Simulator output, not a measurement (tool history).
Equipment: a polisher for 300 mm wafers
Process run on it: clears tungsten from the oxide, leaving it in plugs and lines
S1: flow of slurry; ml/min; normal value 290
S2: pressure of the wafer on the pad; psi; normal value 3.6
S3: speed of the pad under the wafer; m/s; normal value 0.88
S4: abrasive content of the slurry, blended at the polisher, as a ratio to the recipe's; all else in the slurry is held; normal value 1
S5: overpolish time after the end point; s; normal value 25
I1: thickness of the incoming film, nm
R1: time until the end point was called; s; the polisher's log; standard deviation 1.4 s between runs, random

run   hour   S1   S2    S3    S4  S5     I1     R1
  1      0  290  3.6  0.88     1  25  481.7  129.6
  2   12.4  290  3.6  0.88     1  35  485.5  132.4
      17.4  -- head pressure recalibrated
      18.4  -- worn pad replaced by a new one
      23.5  -- slurry blender recalibrated
  3   29.6  290  3.6  0.88  1.25  25  492.1  125.5
  4   46.9  290  3.6  0.88  1.25  25  476.6  121.5
  5   60.8  290  3.6  0.88     1  25  479.4    132
      66.6  -- slurry tank refilled with fresh slurry and peroxide
  6   72.1  290  4.2  0.88     1  11  486.1  119.3
  7   82.2  290  3.6  1.16     1  25    489    111
  8   90.2  290  3.6  0.88     1  25  478.4  127.5
  9   97.6  290  3.6  0.88     1  25  483.5  129.5
 10  111.2  290  3.6  0.88     1  25  491.4  130.5
 11  123.2  290  4.7  0.88     1  10  493.4  119.3
     136.5  -- worn pad replaced by a new one
 12    137  290  3.6  0.66  1.25  20  490.1  144.5
       144  -- slurry nozzle cleaned
 13  147.8  290  3.6  0.88  1.15  10  480.6  124.9
       158  -- slurry blender recalibrated
 14  165.8  290  2.4  0.88     1  10  479.2  148.7
 15  173.4  290  3.6  0.88     1  25  492.7  135.7
 16  181.6  290  3.6  0.88     1  25  489.6  135.3
     188.1  -- slurry tank refilled with fresh slurry and peroxide
 17  198.4  290  3.6  0.88     1  19  487.4  128.8
 18    205  290  3.6  0.88     1  25    492  130.1
 19  258.2  290  3.6  0.88     1  25  482.5  133.3
     266.2  -- worn pad replaced by a new one
 20  274.4  290  3.6  0.88     1  25  487.7  135.4
 21  282.8  290  3.6   1.1     1  12  483.6  117.2
     294.7  -- slurry blender recalibrated
 22  295.2  290  4.5  0.88  0.85  15  493.3  135.4
 23  303.1  260  3.6  0.72     1  25  482.2  151.8
 24  314.2  195  4.1  0.88   0.7  10  485.6  153.3
     319.8  -- slurry tank refilled with fresh slurry and peroxide
 25  321.8  375  3.6     1  1.15  25  494.6  110.5
 26  331.3  360  3.6  0.88     1  25  480.5  124.9

Hidden state or all else? Some run-to-run changes of R1, split into what the settings, what came in and random variation would give without the hidden state, and what is left for the hidden state (with any gauge scatter that isn't in both results):
The tool's hidden condition here consists of: removal rate lost through wear of the pad, %; slurry flow missing at the pad, %; deviation of the head's pressure from its setpoint, %; abrasive missing from the slurry, %; peroxide lost from the slurry, %.
Run 5 -> 6: S2 3.6 -> 4.2, S5 25 -> 11, slurry tank refilled with fresh slurry and peroxide. R1 -12.7 s: hidden state -7.4, all else -5.3.
Run 11 -> 12: S2 4.7 -> 3.6, S3 0.88 -> 0.66, S4 1 -> 1.25, S5 10 -> 20, worn pad replaced by a new one. R1 +25.2 s: hidden state +1.7, all else +23.5.
Run 24 -> 25: S1 195 -> 375, S2 4.1 -> 3.6, S3 0.88 -> 1, S4 0.7 -> 1.15, S5 10 -> 25, slurry tank refilled with fresh slurry and peroxide. R1 -42.8 s: hidden state -9, all else -33.8.
